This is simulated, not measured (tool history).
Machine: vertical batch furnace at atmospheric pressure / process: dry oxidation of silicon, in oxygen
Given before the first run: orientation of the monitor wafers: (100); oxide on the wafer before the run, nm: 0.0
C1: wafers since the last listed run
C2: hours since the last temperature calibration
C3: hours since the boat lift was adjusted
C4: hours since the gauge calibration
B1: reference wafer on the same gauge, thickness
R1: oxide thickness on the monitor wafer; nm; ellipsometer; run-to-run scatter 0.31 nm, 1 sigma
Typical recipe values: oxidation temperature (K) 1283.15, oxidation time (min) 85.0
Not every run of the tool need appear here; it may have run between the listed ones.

run 1 day=0.000 | oxidation_temperature_(K)=1283.15 oxidation_time_(min)=52.5 | C1=0 C2=1577.2 C3=3287.5 C4=1195.6 | B1=56.57 | R1=48.02
run 2 day=2.692 | oxidation_temperature_(K)=1283.15 oxidation_time_(min)=52.5 | C1=526 C2=1641.8 C3=3352.1 C4=1260.2 | B1=56.62 | R1=48.36
run 3 day=7.008 | oxidation_temperature_(K)=1283.15 oxidation_time_(min)=85.0 | C1=844 C2=1745.4 C3=3455.7 C4=1363.8 | B1=56.62 | R1=66.43
run 4 day=11.312 | oxidation_temperature_(K)=1271.15 oxidation_time_(min)=85.0 | C1=841 C2=1848.7 C3=3559.0 C4=1467.1 | B1=56.60 | R1=59.06
run 5 day=18.546 | oxidation_temperature_(K)=1271.15 oxidation_time_(min)=85.0 | C1=1414 C2=2022.3 C3=3732.6 C4=1640.7 | B1=56.60 | R1=59.46
run 6 day=22.300 | oxidation_temperature_(K)=1283.15 oxidation_time_(min)=85.0 | C1=734 C2=2112.4 C3=3822.7 C4=1730.8 | B1=56.65 | R1=66.28
run 7 day=25.383 | oxidation_temperature_(K)=1283.15 oxidation_time_(min)=85.0 | C1=603 C2=2186.4 C3=3896.7 C4=1804.8 | B1=56.57 | R1=66.06
run 8 day=28.258 | oxidation_temperature_(K)=1283.15 oxidation_time_(min)=85.0 | C1=562 C2=2255.4 C3=3965.7 C4=1873.8 | B1=56.58 | R1=66.48
run 9 day=32.217 | oxidation_temperature_(K)=1283.15 oxidation_time_(min)=85.0 | C1=774 C2=2350.4 C3=4060.7 C4=1968.8 | B1=56.66 | R1=66.46
run 10 day=34.267 | oxidation_temperature_(K)=1265.15 oxidation_time_(min)=85.0 | C1=400 C2=2399.6 C3=4109.9 C4=2018.0 | B1=56.62 | R1=55.41
run 11 day=37.446 | oxidation_temperature_(K)=1270.15 oxidation_time_(min)=97.5 | C1=621 C2=2475.9 C3=4186.2 C4=2094.3 | B1=56.66 | R1=63.57
run 12 day=41.321 | oxidation_temperature_(K)=1270.15 oxidation_time_(min)=97.5 | C1=757 C2=2568.9 C3=4279.2 C4=2187.3 | B1=56.53 | R1=64.03
run 13 day=43.067 | oxidation_temperature_(K)=1270.15 oxidation_time_(min)=97.5 | C1=341 C2=2610.8 C3=4321.1 C4=2229.2 | B1=56.63 | R1=64.27
-- day=46.879 boat lift adjusted
run 14 day=46.900 | oxidation_temperature_(K)=1283.15 oxidation_time_(min)=85.0 | C1=554 C2=2702.8 C3=0.5 C4=2321.2 | B1=56.61 | R1=66.17
run 15 day=48.900 | oxidation_temperature_(K)=1283.15 oxidation_time_(min)=85.0 | C1=391 C2=2750.8 C3=48.5 C4=2369.2 | B1=56.60 | R1=66.83
run 16 day=51.875 | oxidation_temperature_(K)=1283.15 oxidation_time_(min)=85.0 | C1=581 C2=2822.2 C3=119.9 C4=2440.6 | B1=56.58 | R1=66.11
run 17 day=55.354 | oxidation_temperature_(K)=1283.15 oxidation_time_(min)=85.0 | C1=680 C2=2905.7 C3=203.4 C4=2524.1 | B1=56.63 | R1=67.05
run 18 day=59.833 | oxidation_temperature_(K)=1283.15 oxidation_time_(min)=103.5 | C1=876 C2=3013.2 C3=310.9 C4=2631.6 | B1=56.59 | R1=75.95
run 19 day=63.100 | oxidation_temperature_(K)=1283.15 oxidation_time_(min)=85.0 | C1=638 C2=3091.6 C3=389.3 C4=2710.0 | B1=56.69 | R1=66.79
run 20 day=65.029 | oxidation_temperature_(K)=1283.15 oxidation_time_(min)=119.5 | C1=377 C2=3137.9 C3=435.6 C4=2756.3 | B1=56.65 | R1=83.06
run 21 day=68.071 | oxidation_temperature_(K)=1260.15 oxidation_time_(min)=98.0 | C1=594 C2=3210.9 C3=508.6 C4=2829.3 | B1=56.60 | R1=58.91
run 22 day=71.421 | oxidation_temperature_(K)=1283.15 oxidation_time_(min)=85.0 | C1=655 C2=3291.3 C3=589.0 C4=2909.7 | B1=56.65 | R1=65.92
run 23 day=73.562 | oxidation_temperature_(K)=1263.15 oxidation_time_(min)=46.0 | C1=418 C2=3342.7 C3=640.4 C4=2961.1 | B1=56.63 | R1=36.62
run 24 day=76.679 | oxidation_temperature_(K)=1272.15 oxidation_time_(min)=52.5 | C1=609 C2=3417.5 C3=715.2 C4=3035.9 | B1=56.58 | R1=43.76
-- day=78.662 thermocouples replaced and temperature profile calibrated
run 25 day=81.042 | oxidation_temperature_(K)=1267.15 oxidation_time_(min)=110.0 | C1=657 C2=57.1 C3=819.9 C4=3140.6 | B1=56.62 | R1=68.21
run 26 day=89.392 | oxidation_temperature_(K)=1283.15 oxidation_time_(min)=110.0 | C1=1633 C2=257.5 C3=1020.3 C4=3341.0 | B1=56.58 | R1=79.45
run 27 day=93.379 | oxidation_temperature_(K)=1276.15 oxidation_time_(min)=99.0 | C1=779 C2=353.2 C3=1116.0 C4=3436.7 | B1=56.60 | R1=69.16
run 28 day=95.212 | oxidation_temperature_(K)=1301.15 oxidation_time_(min)=60.5 | C1=358 C2=397.2 C3=1160.0 C4=3480.7 | B1=56.64 | R1=62.76
run 29 day=101.467 | oxidation_temperature_(K)=1303.15 oxidation_time_(min)=48.5 | C1=1223 C2=547.3 C3=1310.1 C4=3630.8 | B1=56.60 | R1=55.42
-- day=103.288 gauge calibrated
run 30 day=103.638 | oxidation_temperature_(K)=1283.15 oxidation_time_(min)=85.0 | C1=424 C2=599.4 C3=1362.2 C4=8.4 | B1=56.56 | R1=66.88
run 31 day=107.496 | oxidation_temperature_(K)=1283.15 oxidation_time_(min)=101.5 | C1=754 C2=692.0 C3=1454.8 C4=101.0 | B1=56.57 | R1=74.43
run 32 day=110.688 | oxidation_temperature_(K)=1283.15 oxidation_time_(min)=85.0 | C1=624 C2=768.6 C3=1531.4 C4=177.6 | B1=56.56 | R1=66.37
run 33 day=114.125 | oxidation_temperature_(K)=1283.15 oxidation_time_(min)=85.0 | C1=672 C2=851.1 C3=1613.9 C4=260.1 | B1=56.58 | R1=66.79
run 34 day=118.158 | oxidation_temperature_(K)=1269.15 oxidation_time_(min)=53.0 | C1=788 C2=947.9 C3=1710.7 C4=356.9 | B1=56.52 | R1=42.48
run 35 day=120.225 | oxidation_temperature_(K)=1302.15 oxidation_time_(min)=66.0 | C1=404 C2=997.5 C3=1760.3 C4=406.5 | B1=56.59 | R1=66.85
run 36 day=124.625 | oxidation_temperature_(K)=1260.15 oxidation_time_(min)=118.0 | C1=860 C2=1103.1 C3=1865.9 C4=512.1 | B1=56.61 | R1=66.43
run 37 day=126.750 | oxidation_temperature_(K)=1271.15 oxidation_time_(min)=119.5 | C1=415 C2=1154.1 C3=1916.9 C4=563.1 | B1=56.59 | R1=74.98
run 38 day=130.033 | oxidation_temperature_(K)=1308.15 oxidation_time_(min)=48.0 | C1=642 C2=1232.9 C3=1995.7 C4=641.9 | B1=56.59 | R1=57.69
run 39 day=134.100 | oxidation_temperature_(K)=1273.15 oxidation_time_(min)=105.0 | C1=795 C2=1330.5 C3=2093.3 C4=739.5 | B1=56.55 | R1=69.47
run 40 day=135.858 | oxidation_temperature_(K)=1283.15 oxidation_time_(min)=56.5 | C1=343 C2=1372.7 C3=2135.5 C4=781.7 | B1=56.61 | R1=50.59

Hidden state, per run?
true tube temperature minus thermocouple reading, K: 0 at every run
monitor wafer colder than the profiled boat position, K: 0 at every run
gauge reads high (%): 0 at every run

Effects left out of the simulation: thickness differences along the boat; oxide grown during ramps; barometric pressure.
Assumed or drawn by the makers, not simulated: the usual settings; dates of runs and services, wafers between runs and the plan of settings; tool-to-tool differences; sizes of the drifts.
